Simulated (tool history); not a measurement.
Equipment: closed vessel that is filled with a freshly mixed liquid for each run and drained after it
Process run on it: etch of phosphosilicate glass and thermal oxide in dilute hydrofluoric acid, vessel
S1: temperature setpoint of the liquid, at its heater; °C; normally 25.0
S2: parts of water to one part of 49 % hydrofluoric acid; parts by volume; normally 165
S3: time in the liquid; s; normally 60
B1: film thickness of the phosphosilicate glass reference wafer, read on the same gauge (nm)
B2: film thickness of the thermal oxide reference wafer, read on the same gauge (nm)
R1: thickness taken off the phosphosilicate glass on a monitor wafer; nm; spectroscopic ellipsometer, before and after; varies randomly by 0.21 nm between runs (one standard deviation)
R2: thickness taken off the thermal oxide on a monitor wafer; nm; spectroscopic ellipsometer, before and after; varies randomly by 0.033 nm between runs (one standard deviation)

{"run": 1, "hour": 0.0, "S1": 25.0, "S2": 165, "S3": 60, "B1": 70.01, "B2": 69.998, "R1": 19.37, "R2": 1.612}
{"run": 2, "hour": 13.2, "S1": 25.0, "S2": 165, "S3": 60, "B1": 69.99, "B2": 70.035, "R1": 19.31, "R2": 1.637}
{"run": 3, "hour": 22.1, "S1": 25.0, "S2": 165, "S3": 50, "B1": 69.98, "B2": 69.963, "R1": 15.84, "R2": 1.345}
{"run": 4, "hour": 31.1, "S1": 25.0, "S2": 165, "S3": 85, "B1": 70.0, "B2": 70.013, "R1": 25.05, "R2": 2.057}
{"run": 5, "hour": 42.7, "S1": 26.5, "S2": 115, "S3": 90, "B1": 70.0, "B2": 69.987, "R1": 42.26, "R2": 3.594}
{"run": 6, "hour": 59.0, "S1": 23.0, "S2": 90, "S3": 60, "B1": 70.02, "B2": 69.993, "R1": 32.84, "R2": 2.663}
{"run": 7, "hour": 69.0, "S1": 20.5, "S2": 165, "S3": 90, "B1": 70.01, "B2": 70.017, "R1": 22.33, "R2": 1.801}
{"run": 8, "hour": 94.8, "S1": 25.0, "S2": 165, "S3": 60, "B1": 69.98, "B2": 69.989, "R1": 17.38, "R2": 1.446}
{"run": 9, "hour": 112.6, "S1": 25.0, "S2": 125, "S3": 35, "B1": 69.95, "B2": 69.988, "R1": 16.83, "R2": 1.383}
{"run": 10, "hour": 162.3, "S1": 29.5, "S2": 200, "S3": 75, "B1": 70.0, "B2": 70.01, "R1": 24.86, "R2": 2.044}
{"run": 11, "hour": 169.8, "S1": 21.0, "S2": 165, "S3": 60, "B1": 69.95, "B2": 69.964, "R1": 17.96, "R2": 1.511}
{"run": 12, "hour": 177.7, "S1": 25.0, "S2": 195, "S3": 60, "B1": 69.99, "B2": 70.017, "R1": 17.36, "R2": 1.403}
{"run": 13, "hour": 193.1, "S1": 25.0, "S2": 165, "S3": 60, "B1": 69.97, "B2": 70.041, "R1": 21.09, "R2": 1.744}
{"run": 14, "hour": 204.4, "S1": 25.0, "S2": 215, "S3": 60, "B1": 70.01, "B2": 70.008, "R1": 15.31, "R2": 1.26}
{"run": 15, "hour": 213.1, "S1": 29.5, "S2": 195, "S3": 60, "B1": 70.01, "B2": 70.026, "R1": 19.97, "R2": 1.654}
{"run": 16, "hour": 224.7, "S1": 29.5, "S2": 140, "S3": 45, "B1": 69.99, "B2": 69.996, "R1": 22.77, "R2": 1.899}
{"run": 17, "hour": 240.8, "S1": 25.0, "S2": 165, "S3": 45, "B1": 69.97, "B2": 70.016, "R1": 15.76, "R2": 1.279}
{"run": 18, "hour": 248.1, "S1": 25.0, "S2": 245, "S3": 90, "B1": 70.0, "B2": 69.989, "R1": 19.5, "R2": 1.603}
{"run": 19, "hour": 262.2, "S1": 28.5, "S2": 165, "S3": 60, "B1": 69.99, "B2": 70.011, "R1": 23.54, "R2": 1.946}
{"run": 20, "hour": 276.1, "S1": 25.0, "S2": 190, "S3": 50, "B1": 69.95, "B2": 69.973, "R1": 14.95, "R2": 1.185}
{"run": 21, "hour": 288.3, "S1": 21.0, "S2": 130, "S3": 80, "B1": 70.02, "B2": 70.035, "R1": 31.28, "R2": 2.569}
{"run": 22, "hour": 304.9, "S1": 28.5, "S2": 230, "S3": 60, "B1": 69.99, "B2": 69.994, "R1": 15.91, "R2": 1.279}
{"run": 23, "hour": 319.0, "S1": 23.0, "S2": 135, "S3": 30, "B1": 70.01, "B2": 69.997, "R1": 12.35, "R2": 1.007}
{"run": 24, "hour": 330.0, "S1": 25.0, "S2": 165, "S3": 60, "B1": 70.0, "B2": 69.994, "R1": 20.33, "R2": 1.722}
{"run": 25, "hour": 347.1, "S1": 28.0, "S2": 165, "S3": 60, "B1": 69.99, "B2": 69.984, "R1": 23.19, "R2": 1.954}
{"run": 26, "hour": 360.1, "S1": 25.0, "S2": 125, "S3": 60, "B1": 69.99, "B2": 69.994, "R1": 28.88, "R2": 2.365}

Withheld: 4 entries from between the runs. Position of each, and hidden state at the listed run before versus the listed run after:
Runs 3 to 4: hydrofluoric acid flow meter replaced (hour 29.4)
  hydrofluoric acid flow below the setpoint (%): 8.65 -> 15.1
  measured value less the no-hidden-state value, R1: -1.82 -> -5.45 nm; R2: -0.154 -> -0.448 nm
Runs 8 to 9: hydrofluoric acid flow meter replaced, repeated, since the last time left the tool worse (hour 112.1)
  hydrofluoric acid flow below the setpoint (%): 15.5 -> 0.61
  measured value less the no-hidden-state value, R1: -3.90 -> -0.12 nm; R2: -0.324 -> -0.010 nm
Runs 14 to 15: thermometer replaced (hour 212.7)
  hydrofluoric acid flow below the setpoint (%): 1.16 -> 1.21
  measured value less the no-hidden-state value, R1: -0.23 -> -0.31 nm; R2: -0.019 -> -0.025 nm
Runs 17 to 18: gauge calibrated (hour 246.7)
  hydrofluoric acid flow below the setpoint (%): 1.37 -> 1.42
  measured value less the no-hidden-state value, R1: -0.26 -> -0.35 nm; R2: -0.022 -> -0.029 nm
